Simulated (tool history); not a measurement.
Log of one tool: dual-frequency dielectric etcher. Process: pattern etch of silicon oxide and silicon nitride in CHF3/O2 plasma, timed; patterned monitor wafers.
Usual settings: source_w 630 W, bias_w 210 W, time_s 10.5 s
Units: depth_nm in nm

| run | day | source_w | bias_w | time_s | read-back reference wafer on the same gauge, depth_nm | depth_nm |
|---|---|---|---|---|---|---|
| 1 | 0.000 | 630 | 210 | 10.5 | 15.40 | 16.90 |
| 2 | 0.725 | 630 | 210 | 10.5 | 15.41 | 16.84 |
| 3 | 1.675 | 630 | 210 | 10.5 | 15.40 | 16.85 |
| 4 | 2.196 | 630 | 210 | 10.5 | 15.40 | 16.87 |
| 5 | 2.825 | 630 | 210 | 10.5 | 15.40 | 16.80 |
| 6 | 3.329 | 630 | 210 | 10.5 | 15.40 | 16.84 |
| 7 | 4.000 | 630 | 210 | 10.5 | 15.40 | 16.82 |
| 8 | 4.479 | 630 | 184 | 10.5 | 15.41 | 15.61 |
|  | 5.742 | wet clean of the chamber |
| 9 | 5.762 | 630 | 184 | 10.5 | 15.40 | 15.87 |
| 10 | 5.775 | 630 | 184 | 10.5 | 15.40 | 15.89 |
|  | 6.071 | gauge calibrated |
| 11 | 6.125 | 690 | 210 | 10.5 | 15.40 | 17.87 |
| 12 | 6.717 | 550 | 225 | 12.0 | 15.40 | 18.84 |
| 13 | 7.179 | 680 | 181 | 10.5 | 15.39 | 16.36 |
|  | 7.758 | source power generator calibrated |
|  | 8.225 | bias power generator calibrated |
|  | 8.333 | upper electrode replaced |
| 14 | 8.354 | 630 | 210 | 13.0 | 15.39 | 21.06 |
| 15 | 9.038 | 630 | 169 | 9.5 | 15.40 | 13.66 |
| 16 | 9.783 | 790 | 254 | 10.5 | 15.41 | 21.01 |
| 17 | 10.262 | 540 | 210 | 10.5 | 15.41 | 15.68 |
| 18 | 10.625 | 630 | 210 | 10.5 | 15.40 | 17.00 |
| 19 | 10.892 | 630 | 210 | 10.5 | 15.40 | 17.01 |
| 20 | 11.292 | 630 | 229 | 10.5 | 15.40 | 17.80 |
| 21 | 11.900 | 690 | 210 | 11.5 | 15.40 | 19.53 |
| 22 | 12.438 | 530 | 242 | 11.5 | 15.40 | 18.32 |
| 23 | 12.842 | 540 | 248 | 9.0 | 15.40 | 14.68 |

5 ways to go on from here, each from the tool as it stands after run 23. What would each give?
| A | 12.858 | 630 | 210 | 10.5 | ? | ? |
| B | 12.858 | 720 | 234 | 10.5 | ? | ? |
| C | 12.858 | 580 | 180 | 12.5 | ? | ? |
| D | 12.858 | 630 | 260 | 10.5 | ? | ? |
| E | 12.858 | 580 | 260 | 12.5 | ? | ? |

| run | read-back reference wafer on the same gauge, depth_nm | depth_nm |
|---|---|---|
| A | 15.40 | 16.99 |
| B | 15.40 | 19.23 |
| C | 15.40 | 17.78 |
| D | 15.40 | 19.00 |
| E | 15.40 | 21.69 |
Without the tool's hidden state the same runs would have given:
| run | depth_nm |
|---|---|
| A | 17.12 |
| B | 19.38 |
| C | 17.92 |
| D | 19.14 |
| E | 21.85 |

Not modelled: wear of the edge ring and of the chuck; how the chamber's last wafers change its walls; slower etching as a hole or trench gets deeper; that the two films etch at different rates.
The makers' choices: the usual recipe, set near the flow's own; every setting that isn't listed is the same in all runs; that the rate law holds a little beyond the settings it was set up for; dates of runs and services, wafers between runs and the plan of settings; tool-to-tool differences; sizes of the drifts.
